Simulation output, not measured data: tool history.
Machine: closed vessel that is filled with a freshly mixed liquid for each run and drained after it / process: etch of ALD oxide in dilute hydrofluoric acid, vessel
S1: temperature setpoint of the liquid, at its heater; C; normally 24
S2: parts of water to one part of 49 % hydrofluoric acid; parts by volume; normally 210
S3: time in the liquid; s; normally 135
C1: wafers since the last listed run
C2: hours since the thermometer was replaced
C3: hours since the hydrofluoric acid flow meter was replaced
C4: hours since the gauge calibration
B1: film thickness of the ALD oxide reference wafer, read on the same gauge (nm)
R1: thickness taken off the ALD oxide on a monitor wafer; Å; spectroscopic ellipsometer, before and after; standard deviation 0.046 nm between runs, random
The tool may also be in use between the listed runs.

run,hour,S1,S2,S3,C1,C2,C3,C4,B1,R1
1,0,24,135,135,0,92,331.2,742.4,90,222.4
2,60.9,24,135,135,7892,152.9,392.1,803.3,90.02,221.8
3,124.2,24,210,135,8203,216.2,455.4,866.6,89.97,132.7
# hour 164.3: gauge calibrated
4,231.2,24,165,135,13866,323.2,562.4,66.9,90.03,176.5
5,304.4,24,165,135,9486,396.4,635.6,140.1,89.97,177.8
6,341.6,24,165,135,4820,433.6,672.8,177.3,90.01,178.4
7,426.4,24,210,135,10989,518.4,757.6,262.1,90,133.7
8,478.3,24,210,135,6726,570.3,809.5,314,89.98,133.6
9,582.8,24,210,135,13542,674.8,914,418.5,89.97,134.6
10,893.6,22,250,105,40278,985.6,1224.8,729.3,89.97,79.5
11,952,26.5,250,80,7568,1044,1283.2,787.7,90.01,71.4
12,1049.3,24,175,65,12609,1141.3,1380.5,885,90,82.7
# hour 1109.3: thermometer replaced
13,1109.8,24,165,135,7710,0.5,1441,945.5,90,176.1
# hour 1135.3: gauge calibrated
14,1159.4,24,210,135,6427,50.1,1490.6,24.1,89.98,132.5
# hour 1180.1: hydrofluoric acid flow meter replaced
15,1243.6,24,210,135,10782,134.3,63.5,108.3,89.99,131.7
16,1304.6,22,255,135,7905,195.3,124.5,169.3,90.03,96.6

Run 17 has not been measured yet. What should we expect?
17,1357.3,21,150,85,6829,248,177.2,222,?,?

Run 17 yielded B1 90.03, R1 112 Å.
If the tool had no hidden condition, the same run with the same run-to-run variation would have returned R1 109.2 Å.

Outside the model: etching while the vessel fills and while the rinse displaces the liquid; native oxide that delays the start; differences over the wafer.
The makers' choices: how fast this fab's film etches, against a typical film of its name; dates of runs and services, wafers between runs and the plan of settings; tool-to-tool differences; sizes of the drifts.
